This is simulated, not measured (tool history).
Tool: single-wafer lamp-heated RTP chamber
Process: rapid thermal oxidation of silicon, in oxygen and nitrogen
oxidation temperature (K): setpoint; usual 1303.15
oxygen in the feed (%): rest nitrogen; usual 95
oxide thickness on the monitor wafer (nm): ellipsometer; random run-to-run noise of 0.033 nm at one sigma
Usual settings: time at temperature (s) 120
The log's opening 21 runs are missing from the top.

| run | hour | oxidation temperature (K) | time at temperature (s) | oxygen in the feed (%) | wafers since the last listed run | wafers since the last pyrometer calibration | hours since the oxygen flow controller was replaced | hours since the gauge calibration | read-back reference wafer on the same gauge, thickness | oxide thickness on the monitor wafer (nm) |
|---|---|---|---|---|---|---|---|---|---|---|
| 22 | 296.5 | 1303.15 | 167 | 95 | 153 | 160 | 5331.2 | 90.1 | 9.365 | 11.182 |
| 23 | 312.7 | 1303.15 | 69 | 95 | 202 | 363 | 5347.4 | 106.3 | 9.365 | 7.464 |
| 24 | 326.2 | 1291.15 | 120 | 98 | 169 | 532 | 5360.9 | 119.8 | 9.370 | 8.858 |
| 25 | 335.5 | 1317.15 | 104 | 98 | 116 | 649 | 5370.2 | 129.1 | 9.373 | 9.977 |
| 26 | 358.4 | 1303.15 | 120 | 95 | 286 | 935 | 5393.1 | 152.0 | 9.379 | 9.624 |
| 27 | 375.8 | 1330.15 | 104 | 98 | 217 | 1153 | 5410.5 | 169.4 | 9.372 | 10.989 |
| 28 | 386.2 | 1303.15 | 71 | 98 | 130 | 1283 | 5420.9 | 179.8 | 9.355 | 7.668 |
| 29 | 392.4 | 1303.15 | 120 | 85 | 77 | 1361 | 5427.1 | 186.0 | 9.380 | 9.243 |
| 30 | 402.1 | 1303.15 | 120 | 98 | 121 | 1482 | 5436.8 | 195.7 | 9.351 | 9.708 |
|  | 412.4 | oxygen flow controller replaced |
| 31 | 417.6 | 1303.15 | 120 | 95 | 93 | 1576 | 5.2 | 211.2 | 9.384 | 9.633 |
| 32 | 432.2 | 1303.15 | 136 | 98 | 182 | 1759 | 19.8 | 225.8 | 9.375 | 10.352 |
| 33 | 441.1 | 1303.15 | 163 | 98 | 111 | 1870 | 28.7 | 234.7 | 9.372 | 11.232 |
| 34 | 455.0 | 1315.15 | 151 | 98 | 174 | 2044 | 42.6 | 248.6 | 9.374 | 11.869 |
| 35 | 471.7 | 1303.15 | 120 | 95 | 209 | 2254 | 59.3 | 265.3 | 9.381 | 9.622 |
| 36 | 481.1 | 1294.15 | 97 | 73 | 117 | 2371 | 68.7 | 274.7 | 9.354 | 7.464 |
| 37 | 494.5 | 1328.15 | 166 | 95 | 167 | 2539 | 82.1 | 288.1 | 9.373 | 13.344 |
| 38 | 541.8 | 1273.15 | 169 | 98 | 592 | 3131 | 129.4 | 335.4 | 9.371 | 9.203 |

Each row is a separate what-if for the run after 38, all from the same tool condition, not one after another. Results?
| A | 542.2 | 1303.15 | 136 | 95 | 5 | 3136 | 129.8 | 335.8 | ? | ? |
| B | 542.2 | 1331.15 | 120 | 67 | 5 | 3136 | 129.8 | 335.8 | ? | ? |
| C | 542.2 | 1303.15 | 120 | 86 | 5 | 3136 | 129.8 | 335.8 | ? | ? |
| D | 542.2 | 1282.15 | 85 | 98 | 5 | 3136 | 129.8 | 335.8 | ? | ? |

| run | read-back reference wafer on the same gauge, thickness | oxide thickness on the monitor wafer (nm) |
|---|---|---|
| A | 9.376 | 10.257 |
| B | 9.376 | 10.355 |
| C | 9.376 | 9.333 |
| D | 9.376 | 7.183 |
Without the tool's hidden state the same runs would have given:
| run | oxide thickness on the monitor wafer (nm) |
|---|---|
| A | 10.094 |
| B | 10.199 |
| C | 9.186 |
| D | 7.067 |
